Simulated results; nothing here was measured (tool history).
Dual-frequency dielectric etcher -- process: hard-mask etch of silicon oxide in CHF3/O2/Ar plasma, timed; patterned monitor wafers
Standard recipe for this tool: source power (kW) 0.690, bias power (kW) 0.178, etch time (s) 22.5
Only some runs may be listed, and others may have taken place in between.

run   hour  source power (kW)  bias power (kW)  etch time (s)  wafers since the last listed run  hours since the last wet clean  hours since the last source power generator calibration  hours since the last bias power generator calibration  hours since the last upper electrode change  hours since the gauge calibration  read-back reference wafer on the same gauge, depth_nm  mean etch depth across the wafer (angstrom)
  1    0.0              0.690            0.178           22.5                                 0                           130.7                                                   4028.9                                                 4569.8                                       2578.4                              133.0                                                  43.81                                        471.7
  2   44.0              0.690            0.178           22.5                               828                           174.7                                                   4072.9                                                 4613.8                                       2622.4                              177.0                                                  43.75                                        473.9
  3   61.7              0.690            0.178           22.5                               333                           192.4                                                   4090.6                                                 4631.5                                       2640.1                              194.7                                                  43.73                                        472.9
  4   76.1              0.690            0.178           22.5                               271                           206.8                                                   4105.0                                                 4645.9                                       2654.5                              209.1                                                  43.82                                        474.7
  5   93.7              0.690            0.178           22.5                               331                           224.4                                                   4122.6                                                 4663.5                                       2672.1                              226.7                                                  43.89                                        477.3
  6  107.1              0.690            0.178           22.5                               252                           237.8                                                   4136.0                                                 4676.9                                       2685.5                              240.1                                                  43.82                                        476.5
  7  121.6              0.730            0.178           22.5                               272                           252.3                                                   4150.5                                                 4691.4                                       2700.0                              254.6                                                  43.81                                        489.8
  8  132.6              0.690            0.203           22.5                               207                           263.3                                                   4161.5                                                 4702.4                                       2711.0                              265.6                                                  43.87                                        498.8
  9  150.1              0.690            0.203           22.5                               329                           280.8                                                   4179.0                                                 4719.9                                       2728.5                              283.1                                                  43.81                                        500.4
 10  161.2              0.690            0.203           22.5                               208                           291.9                                                   4190.1                                                 4731.0                                       2739.6                              294.2                                                  43.77                                        500.1
 11  173.7              0.690            0.178           22.5                               235                           304.4                                                   4202.6                                                 4743.5                                       2752.1                              306.7                                                  43.74                                        480.7
     190.5  -- bias power generator calibrated
     208.0  -- wet clean of the chamber
 12  208.5              0.690            0.178           22.5                               251                             0.5                                                   4237.4                                                   18.0                                       2786.9                              341.5                                                  43.74                                        466.4
 13  208.8              0.690            0.178           22.5                                 5                             0.8                                                   4237.7                                                   18.3                                       2787.2                              341.8                                                  43.85                                        470.0
 14  209.2              0.690            0.164           22.5                                 7                             1.2                                                   4238.1                                                   18.7                                       2787.6                              342.2                                                  43.77                                        455.1
     238.9  -- upper electrode replaced
 15  239.4              0.820            0.211           20.0                               116                            31.4                                                   4268.3                                                   48.9                                          0.5                              372.4                                                  43.81                                        479.8
 16  239.7              0.690            0.149           24.5                                 5                            31.7                                                   4268.6                                                   49.2                                          0.8                              372.7                                                  43.73                                        482.6
     243.2  -- gauge calibrated
 17  244.1              0.610            0.199           24.5                                82                            36.1                                                   4273.0                                                   53.6                                          5.2                                0.9                                                  43.76                                        497.8
 18  252.1              0.830            0.178           22.5                               150                            44.1                                                   4281.0                                                   61.6                                         13.2                                8.9                                                  43.82                                        513.1
 19  258.9              0.630            0.220           16.0                               127                            50.9                                                   4287.8                                                   68.4                                         20.0                               15.7                                                  43.73                                        341.1
 20  269.8              0.690            0.203           22.5                               205                            61.8                                                   4298.7                                                   79.3                                         30.9                               26.6                                                  43.75                                        491.3
 21  280.3              0.560            0.216           22.5                               197                            72.3                                                   4309.2                                                   89.8                                         41.4                               37.1                                                  43.77                                        444.3
 22  293.4              0.840            0.211           17.5                               246                            85.4                                                   4322.3                                                  102.9                                         54.5                               50.2                                                  43.83                                        427.4
 23  303.2              0.600            0.194           22.5                               184                            95.2                                                   4332.1                                                  112.7                                         64.3                               60.0                                                  43.90                                        449.4
     308.1  -- source power generator calibrated
 24  313.5              0.690            0.203           22.5                               118                           105.5                                                      5.4                                                  123.0                                         74.6                               70.3                                                  43.78                                        491.9
 25  330.4              0.780            0.178           22.5                               318                           122.4                                                     22.3                                                  139.9                                         91.5                               87.2                                                  43.91                                        505.5
 26  368.2              0.690            0.178           19.5                               711                           160.2                                                     60.1                                                  177.7                                        129.3                              125.0                                                  43.78                                        409.5
 27  382.2              0.800            0.212           28.5                               263                           174.2                                                     74.1                                                  191.7                                        143.3                              139.0                                                  43.76                                        685.9
 28  397.3              0.810            0.211           16.5                               284                           189.3                                                     89.2                                                  206.8                                        158.4                              154.1                                                  43.87                                        398.2

Forecast each of these 4 alternatives for the next run:
  A  397.7              0.690            0.178           29.0                                 7                           189.7                                                     89.6                                                  207.2                                        158.8                              154.5                                                      ?                                            ?
  B  397.7              0.560            0.178           22.5                                 7                           189.7                                                     89.6                                                  207.2                                        158.8                              154.5                                                      ?                                            ?
  C  397.7              0.690            0.161           22.5                                 7                           189.7                                                     89.6                                                  207.2                                        158.8                              154.5                                                      ?                                            ?
  D  397.7              0.550            0.178           28.5                                 7                           189.7                                                     89.6                                                  207.2                                        158.8                              154.5                                                      ?                                            ?

run  read-back reference wafer on the same gauge, depth_nm  mean etch depth across the wafer (angstrom)
  A                                                  43.71                                        611.2
  B                                                  43.71                                        422.3
  C                                                  43.71                                        459.9
  D                                                  43.71                                        529.3
With no hidden state in the tool, these same runs would have given:
run  mean etch depth across the wafer (angstrom)
  A                                        602.6
  B                                        416.3
  C                                        453.4
  D                                        521.8
